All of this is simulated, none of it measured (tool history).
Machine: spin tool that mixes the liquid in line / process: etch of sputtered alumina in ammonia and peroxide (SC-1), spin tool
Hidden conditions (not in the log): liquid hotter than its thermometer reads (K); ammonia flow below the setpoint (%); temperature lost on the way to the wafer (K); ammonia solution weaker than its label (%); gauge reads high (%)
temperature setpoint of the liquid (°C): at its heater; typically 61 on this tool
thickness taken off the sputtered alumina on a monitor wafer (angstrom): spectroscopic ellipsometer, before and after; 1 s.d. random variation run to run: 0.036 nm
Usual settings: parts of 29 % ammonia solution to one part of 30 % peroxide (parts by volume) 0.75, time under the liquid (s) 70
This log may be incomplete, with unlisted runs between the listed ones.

run   hour  temperature setpoint of the liquid (°C)  parts of 29 % ammonia solution to one part of 30 % peroxide (parts by volume)  time under the liquid (s)  wafers since the last listed run  hours since the thermometer was replaced  hours since the ammonia flow meter was replaced  hours since the heated supply line was repaired  hours since the drum of ammonia solution was connected  hours since the gauge calibration  read-back film thickness of the sputtered alumina reference wafer, read on the same gauge (nm)  thickness taken off the sputtered alumina on a monitor wafer (angstrom)
  1      0                                       61                                                                           0.75                         70                                 0                                     974.4                                           1933.6                                           1744.6                                                   373.5                              278.5                                                                                          110.03                                                                     68.5
  2   65.4                                       61                                                                           0.75                         70                               544                                    1039.8                                             1999                                             1810                                                   438.9                              343.9                                                                                             110                                                                     67.9
  3  158.7                                       61                                                                           0.75                         70                               776                                    1133.1                                           2092.3                                           1903.3                                                   532.2                              437.2                                                                                          110.03                                                                     68.2
     183.8  -- new drum of ammonia solution connected
  4  227.1                                       61                                                                           0.75                         70                               561                                    1201.5                                           2160.7                                           1971.7                                                    43.3                              505.6                                                                                          109.97                                                                     68.3
  5    316                                       61                                                                           0.75                         70                               740                                    1290.4                                           2249.6                                           2060.6                                                   132.2                              594.5                                                                                          109.97                                                                     68.7
       382  -- thermometer replaced
  6  383.1                                     63.5                                                                           0.75                         40                               550                                       1.1                                           2316.7                                           2127.7                                                   199.3                              661.6                                                                                             110                                                                     45.6
  7  441.4                                       61                                                                           0.95                         70                               485                                      59.4                                             2375                                             2186                                                   257.6                              719.9                                                                                          110.03                                                                     72.2
  8  535.9                                       61                                                                           0.95                         70                               786                                     153.9                                           2469.5                                           2280.5                                                   352.1                              814.4                                                                                             110                                                                     71.1
     558.7  -- thermometer replaced, repeated, since the last time left the tool worse
  9  578.4                                       61                                                                           0.95                         70                               345                                      19.7                                             2512                                             2323                                                   394.6                              856.9                                                                                          110.02                                                                     68.2
       581  -- gauge calibrated
     593.7  -- ammonia flow meter replaced
 10  633.5                                     65.5                                                                            0.5                        110                               450                                      74.8                                             39.8                                           2378.1                                                   449.7                               52.5                                                                                          110.01                                                                    126.9
 11  698.6                                       61                                                                           0.75                         85                               541                                     139.9                                            104.9                                           2443.2                                                   514.8                              117.6                                                                                          109.99                                                                     81.3

The next listed run, before its measurement:
       741  -- heated supply line repaired
 12  763.6                                       64                                                                           0.75                         35                               532                                     204.9                                            169.9                                             22.6                                                   579.8                              182.6                                                                                               ?                                                                        ?

{"run 12": {"read-back film thickness of the sputtered alumina reference wafer, read on the same gauge (nm)": 109.97, "thickness taken off the sputtered alumina on a monitor wafer (angstrom)": 38.9}}
Had the tool carried no hidden state, the very same run would have given thickness taken off the sputtered alumina on a monitor wafer (angstrom) 38.6.
